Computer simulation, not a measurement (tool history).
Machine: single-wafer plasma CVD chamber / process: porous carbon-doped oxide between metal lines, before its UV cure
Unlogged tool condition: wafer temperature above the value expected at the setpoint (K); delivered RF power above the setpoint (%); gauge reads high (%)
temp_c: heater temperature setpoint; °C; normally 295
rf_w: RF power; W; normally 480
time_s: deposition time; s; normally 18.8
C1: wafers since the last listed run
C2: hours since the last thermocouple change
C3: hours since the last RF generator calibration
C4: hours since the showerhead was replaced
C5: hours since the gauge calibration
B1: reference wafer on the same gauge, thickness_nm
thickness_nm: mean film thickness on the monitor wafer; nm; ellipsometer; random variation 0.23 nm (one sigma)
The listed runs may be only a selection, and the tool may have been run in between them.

{"run": 1, "hour": 0.0, "temp_c": 285, "rf_w": 480, "time_s": 18.8, "C1": 0, "C2": 2695.4, "C3": 2318.3, "C4": 5556.1, "C5": 252.2, "B1": 87.004, "thickness_nm": 103.6}
{"run": 2, "hour": 14.3, "temp_c": 285, "rf_w": 480, "time_s": 18.8, "C1": 312, "C2": 2709.7, "C3": 2332.6, "C4": 5570.4, "C5": 266.5, "B1": 86.976, "thickness_nm": 103.308}
{"run": 3, "hour": 50.1, "temp_c": 285, "rf_w": 480, "time_s": 18.8, "C1": 781, "C2": 2745.5, "C3": 2368.4, "C4": 5606.2, "C5": 302.3, "B1": 86.985, "thickness_nm": 103.577}
{"run": 4, "hour": 76.9, "temp_c": 295, "rf_w": 480, "time_s": 18.8, "C1": 584, "C2": 2772.3, "C3": 2395.2, "C4": 5633.0, "C5": 329.1, "B1": 86.964, "thickness_nm": 96.829}
{"run": 5, "hour": 106.6, "temp_c": 295, "rf_w": 480, "time_s": 18.8, "C1": 648, "C2": 2802.0, "C3": 2424.9, "C4": 5662.7, "C5": 358.8, "B1": 87.027, "thickness_nm": 96.418}
{"run": 6, "hour": 119.1, "temp_c": 295, "rf_w": 445, "time_s": 18.8, "C1": 272, "C2": 2814.5, "C3": 2437.4, "C4": 5675.2, "C5": 371.3, "B1": 87.003, "thickness_nm": 89.125}
{"run": 7, "hour": 134.3, "temp_c": 295, "rf_w": 480, "time_s": 18.8, "C1": 331, "C2": 2829.7, "C3": 2452.6, "C4": 5690.4, "C5": 386.5, "B1": 86.997, "thickness_nm": 96.477}
{"run": 8, "hour": 161.6, "temp_c": 295, "rf_w": 480, "time_s": 18.8, "C1": 595, "C2": 2857.0, "C3": 2479.9, "C4": 5717.7, "C5": 413.8, "B1": 87.015, "thickness_nm": 96.679}
{"run": 9, "hour": 189.5, "temp_c": 295, "rf_w": 480, "time_s": 18.8, "C1": 608, "C2": 2884.9, "C3": 2507.8, "C4": 5745.6, "C5": 441.7, "B1": 87.02, "thickness_nm": 96.754}
{"run": 10, "hour": 207.1, "temp_c": 295, "rf_w": 480, "time_s": 18.8, "C1": 384, "C2": 2902.5, "C3": 2525.4, "C4": 5763.2, "C5": 459.3, "B1": 86.976, "thickness_nm": 96.214}
{"run": 11, "hour": 284.6, "temp_c": 295, "rf_w": 480, "time_s": 18.8, "C1": 1691, "C2": 2980.0, "C3": 2602.9, "C4": 5840.7, "C5": 536.8, "B1": 87.011, "thickness_nm": 96.625}
{"hour": 311.8, "done": "RF generator calibrated"}
{"run": 12, "hour": 312.3, "temp_c": 295, "rf_w": 430, "time_s": 18.8, "C1": 429, "C2": 3007.7, "C3": 0.5, "C4": 5868.4, "C5": 564.5, "B1": 86.96, "thickness_nm": 85.588}
{"run": 13, "hour": 338.0, "temp_c": 295, "rf_w": 405, "time_s": 18.8, "C1": 560, "C2": 3033.4, "C3": 26.2, "C4": 5894.1, "C5": 590.2, "B1": 86.997, "thickness_nm": 79.69}
{"run": 14, "hour": 350.3, "temp_c": 295, "rf_w": 480, "time_s": 18.8, "C1": 268, "C2": 3045.7, "C3": 38.5, "C4": 5906.4, "C5": 602.5, "B1": 86.998, "thickness_nm": 96.436}
{"run": 15, "hour": 371.6, "temp_c": 291, "rf_w": 480, "time_s": 16.5, "C1": 464, "C2": 3067.0, "C3": 59.8, "C4": 5927.7, "C5": 623.8, "B1": 87.057, "thickness_nm": 87.696}
{"run": 16, "hour": 399.9, "temp_c": 295, "rf_w": 480, "time_s": 18.8, "C1": 617, "C2": 3095.3, "C3": 88.1, "C4": 5956.0, "C5": 652.1, "B1": 87.041, "thickness_nm": 97.136}
{"run": 17, "hour": 428.8, "temp_c": 295, "rf_w": 520, "time_s": 18.8, "C1": 630, "C2": 3124.2, "C3": 117.0, "C4": 5984.9, "C5": 681.0, "B1": 87.011, "thickness_nm": 104.189}
{"run": 18, "hour": 441.0, "temp_c": 307, "rf_w": 400, "time_s": 16.5, "C1": 266, "C2": 3136.4, "C3": 129.2, "C4": 5997.1, "C5": 693.2, "B1": 87.002, "thickness_nm": 64.153}
{"run": 19, "hour": 476.6, "temp_c": 295, "rf_w": 480, "time_s": 18.8, "C1": 776, "C2": 3172.0, "C3": 164.8, "C4": 6032.7, "C5": 728.8, "B1": 86.999, "thickness_nm": 96.883}
{"run": 20, "hour": 507.3, "temp_c": 281, "rf_w": 390, "time_s": 20.3, "C1": 669, "C2": 3202.7, "C3": 195.5, "C4": 6063.4, "C5": 759.5, "B1": 86.952, "thickness_nm": 89.698}
{"run": 21, "hour": 533.4, "temp_c": 306, "rf_w": 535, "time_s": 17.7, "C1": 569, "C2": 3228.8, "C3": 221.6, "C4": 6089.5, "C5": 785.6, "B1": 87.04, "thickness_nm": 94.226}
{"run": 22, "hour": 565.7, "temp_c": 295, "rf_w": 430, "time_s": 20.7, "C1": 704, "C2": 3261.1, "C3": 253.9, "C4": 6121.8, "C5": 817.9, "B1": 87.008, "thickness_nm": 93.923}
{"hour": 601.3, "done": "thermocouple changed; heater temperature recalibrated"}
{"run": 23, "hour": 644.9, "temp_c": 295, "rf_w": 395, "time_s": 21.9, "C1": 1553, "C2": 43.6, "C3": 333.1, "C4": 6201.0, "C5": 897.1, "B1": 87.004, "thickness_nm": 92.689}
{"hour": 646.4, "done": "gauge calibrated"}
{"hour": 676.6, "done": "showerhead replaced"}
{"run": 24, "hour": 677.1, "temp_c": 295, "rf_w": 480, "time_s": 18.8, "C1": 528, "C2": 75.8, "C3": 365.3, "C4": 0.5, "C5": 30.7, "B1": 87.018, "thickness_nm": 100.036}
{"run": 25, "hour": 699.5, "temp_c": 295, "rf_w": 480, "time_s": 18.8, "C1": 488, "C2": 98.2, "C3": 387.7, "C4": 22.9, "C5": 53.1, "B1": 87.024, "thickness_nm": 99.565}
{"run": 26, "hour": 723.2, "temp_c": 295, "rf_w": 480, "time_s": 20.6, "C1": 517, "C2": 121.9, "C3": 411.4, "C4": 46.6, "C5": 76.8, "B1": 87.002, "thickness_nm": 109.075}
{"run": 27, "hour": 745.1, "temp_c": 287, "rf_w": 480, "time_s": 22.1, "C1": 477, "C2": 143.8, "C3": 433.3, "C4": 68.5, "C5": 98.7, "B1": 87.018, "thickness_nm": 123.3}
{"run": 28, "hour": 775.1, "temp_c": 295, "rf_w": 445, "time_s": 18.8, "C1": 654, "C2": 173.8, "C3": 463.3, "C4": 98.5, "C5": 128.7, "B1": 87.006, "thickness_nm": 91.823}
{"run": 29, "hour": 806.7, "temp_c": 307, "rf_w": 560, "time_s": 17.0, "C1": 689, "C2": 205.4, "C3": 494.9, "C4": 130.1, "C5": 160.3, "B1": 87.071, "thickness_nm": 96.389}
{"run": 30, "hour": 825.2, "temp_c": 303, "rf_w": 555, "time_s": 18.8, "C1": 403, "C2": 223.9, "C3": 513.4, "C4": 148.6, "C5": 178.8, "B1": 87.06, "thickness_nm": 107.856}
{"run": 31, "hour": 851.2, "temp_c": 284, "rf_w": 410, "time_s": 21.7, "C1": 567, "C2": 249.9, "C3": 539.4, "C4": 174.6, "C5": 204.8, "B1": 87.07, "thickness_nm": 102.611}
{"run": 32, "hour": 878.6, "temp_c": 288, "rf_w": 480, "time_s": 16.0, "C1": 597, "C2": 277.3, "C3": 566.8, "C4": 202.0, "C5": 232.2, "B1": 87.011, "thickness_nm": 89.257}
{"run": 33, "hour": 911.3, "temp_c": 295, "rf_w": 570, "time_s": 18.8, "C1": 713, "C2": 310.0, "C3": 599.5, "C4": 234.7, "C5": 264.9, "B1": 87.032, "thickness_nm": 115.933}

Take each entry between the runs: how does the hidden state at the last listed run before it differ from the hidden state at the first listed run after it?
From run 11 to run 12: RF generator calibrated (hour 311.8)
  wafer temperature above the value expected at the setpoint (K): 5.25 -> 5.26
  what was measured, less what the result would be without the hidden state, thickness_nm: -3.398 -> -3.015 nm
From run 22 to run 23: thermocouple changed; heater temperature recalibrated (hour 601.3)
  wafer temperature above the value expected at the setpoint (K): 5.32 -> 0.202
  what was measured, less what the result would be without the hidden state, thickness_nm: -3.348 -> -0.126 nm
From run 23 to run 24: gauge calibrated (hour 646.4); showerhead replaced (hour 676.6)
  wafer temperature above the value expected at the setpoint (K): 0.202 -> 0.401
  what was measured, less what the result would be without the hidden state, thickness_nm: -0.126 -> -0.268 nm
